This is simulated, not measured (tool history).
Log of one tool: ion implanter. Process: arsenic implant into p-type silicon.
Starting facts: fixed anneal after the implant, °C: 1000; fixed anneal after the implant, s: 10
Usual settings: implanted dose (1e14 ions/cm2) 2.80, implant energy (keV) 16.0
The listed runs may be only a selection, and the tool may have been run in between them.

run      day  implanted dose (1e14 ions/cm2)  implant energy (keV)  wafers since the last listed run  hours since the last dose calibration  hours since the extraction supply was calibrated  hours since the gauge calibration  read-back reference wafer on the same gauge, sheet resistance  sheet resistance of the implanted and annealed layer (ohm/square)
  1    0.000                            2.15                  16.0                                 0                                  391.6                                            2271.0                              900.0                                                         313.72                                                             370.75
  2    7.579                            2.14                  16.0                              2851                                  573.5                                            2452.9                             1081.9                                                         313.33                                                             373.09
  3   10.946                            2.80                  16.0                              1266                                  654.3                                            2533.7                             1162.7                                                         313.56                                                             304.65
  4   14.288                            2.80                  16.0                              1257                                  734.5                                            2613.9                             1242.9                                                         313.01                                                             303.52
      16.558  -- Faraday cup replaced and dose calibrated
  5   17.142                            2.80                  16.0                               948                                   14.0                                            2682.4                             1311.4                                                         312.94                                                             303.34
  6   21.238                            2.80                  16.0                              1540                                  112.3                                            2780.7                             1409.7                                                         312.83                                                             303.80
  7   23.925                            2.80                  16.0                              1010                                  176.8                                            2845.2                             1474.2                                                         312.72                                                             303.58
  8   28.375                            2.80                  16.0                              1673                                  283.6                                            2952.0                             1581.0                                                         312.00                                                             301.76
  9   29.917                            2.80                  16.0                               579                                  320.6                                            2989.0                             1618.0                                                         312.36                                                             302.48
 10   33.929                            2.80                  16.0                              1509                                  416.9                                            3085.3                             1714.3                                                         312.27                                                             301.99
 11   38.108                            2.80                  16.0                              1572                                  517.2                                            3185.6                             1814.6                                                         312.04                                                             302.88
 12   41.254                            2.80                  16.0                              1183                                  592.7                                            3261.1                             1890.1                                                         312.07                                                             304.22
      43.812  -- extraction supply calibrated
 13   44.979                            2.80                  12.5                              1275                                  682.1                                              28.0                             1979.5                                                         312.26                                                             311.80
      48.938  -- Faraday cup replaced and dose calibrated
 14   48.958                            2.80                  12.5                              1371                                    0.5                                             123.5                             2075.0                                                         311.83                                                             313.35
 15   50.250                            3.61                  21.0                               485                                   31.5                                             154.5                             2106.0                                                         311.94                                                             242.06
 16   53.042                            2.15                  16.0                              1050                                   98.5                                             221.5                             2173.0                                                         312.03                                                             368.46
 17   56.771                            2.06                  21.0                              1402                                  188.0                                             311.0                             2262.5                                                         311.48                                                             369.08
 18   60.829                            2.80                  12.0                              1526                                  285.4                                             408.4                             2359.9                                                         311.73                                                             314.41
 19   64.254                            2.80                  16.0                              1288                                  367.6                                             490.6                             2442.1                                                         311.62                                                             302.41
 20   67.304                            2.80                  16.0                              1147                                  440.8                                             563.8                             2515.3                                                         311.87                                                             303.46
 21   70.996                            2.11                  16.0                              1388                                  529.4                                             652.4                             2603.9                                                         312.00                                                             376.25
 22   74.992                            2.80                  12.0                              1503                                  625.3                                             748.3                             2699.8                                                         311.75                                                             312.14
 23   79.458                            2.80                  16.0                              1680                                  732.5                                             855.5                             2807.0                                                         311.00                                                             300.98
 24   81.529                            2.80                  16.0                               778                                  782.2                                             905.2                             2856.7                                                         311.54                                                             303.42
      84.467  -- Faraday cup replaced and dose calibrated
      87.454  -- gauge calibrated
 25   90.567                            3.04                  19.5                              3274                                  146.4                                            1122.1                               74.7                                                         316.01                                                             279.94
 26   92.938                            3.30                  21.0                               891                                  203.3                                            1179.0                              131.6                                                         316.01                                                             260.60
 27   94.683                            2.80                  16.0                               656                                  245.2                                            1220.9                              173.5                                                         315.32                                                             305.33
 28   97.875                            2.44                  12.5                              1200                                  321.8                                            1297.5                              250.1                                                         314.98                                                             349.25
 29  100.371                            2.19                  13.5                               938                                  381.7                                            1357.4                              310.0                                                         314.37                                                             375.98
 30  102.738                            2.80                  16.0                               890                                  438.5                                            1414.2                              366.8                                                         314.40                                                             305.42
 31  105.938                            2.80                  16.0                              1203                                  515.3                                            1491.0                              443.6                                                         313.97                                                             306.62
 32  109.796                            2.80                  21.0                              1451                                  607.9                                            1583.6                              536.2                                                         314.31                                                             294.60
 33  113.492                            3.50                  13.0                              1390                                  696.6                                            1672.3                              624.9                                                         313.51                                                             264.83
     116.767  -- Faraday cup replaced and dose calibrated
 34  116.788                            3.11                  10.5                              1114                                    0.5                                            1751.4                              704.0                                                         313.38                                                             294.94
 35  119.054                            2.15                  12.5                               852                                   54.9                                            1805.8                              758.4                                                         313.15                                                             380.76
 36  121.054                            2.27                  21.5                               752                                  102.9                                            1853.8                              806.4                                                         312.97                                                             342.50
 37  124.675                            2.80                  16.0                              1362                                  189.8                                            1940.7                              893.3                                                         312.47                                                             304.45

Predict each of these 4 candidate next runs independently; none follows another, all start after run 37:
  A  124.692                            2.80                  11.5                                 6                                  190.2                                            1941.1                              893.7                                                              ?                                                                  ?
  B  124.692                            3.63                  12.0                                 6                                  190.2                                            1941.1                              893.7                                                              ?                                                                  ?
  C  124.692                            2.49                  20.5                                 6                                  190.2                                            1941.1                              893.7                                                              ?                                                                  ?
  D  124.692                            2.41                  20.5                                 6                                  190.2                                            1941.1                              893.7                                                              ?                                                                  ?

run  read-back reference wafer on the same gauge, sheet resistance  sheet resistance of the implanted and annealed layer (ohm/square)
  A                                                         312.51                                                             319.20
  B                                                         312.51                                                             261.51
  C                                                         312.51                                                             323.60
  D                                                         312.51                                                             331.54
The same runs, with their run-to-run variation unchanged, on a tool lacking any hidden condition would have given:
run  sheet resistance of the implanted and annealed layer (ohm/square)
  A                                                             323.65
  B                                                             265.15
  C                                                             328.11
  D                                                             336.16

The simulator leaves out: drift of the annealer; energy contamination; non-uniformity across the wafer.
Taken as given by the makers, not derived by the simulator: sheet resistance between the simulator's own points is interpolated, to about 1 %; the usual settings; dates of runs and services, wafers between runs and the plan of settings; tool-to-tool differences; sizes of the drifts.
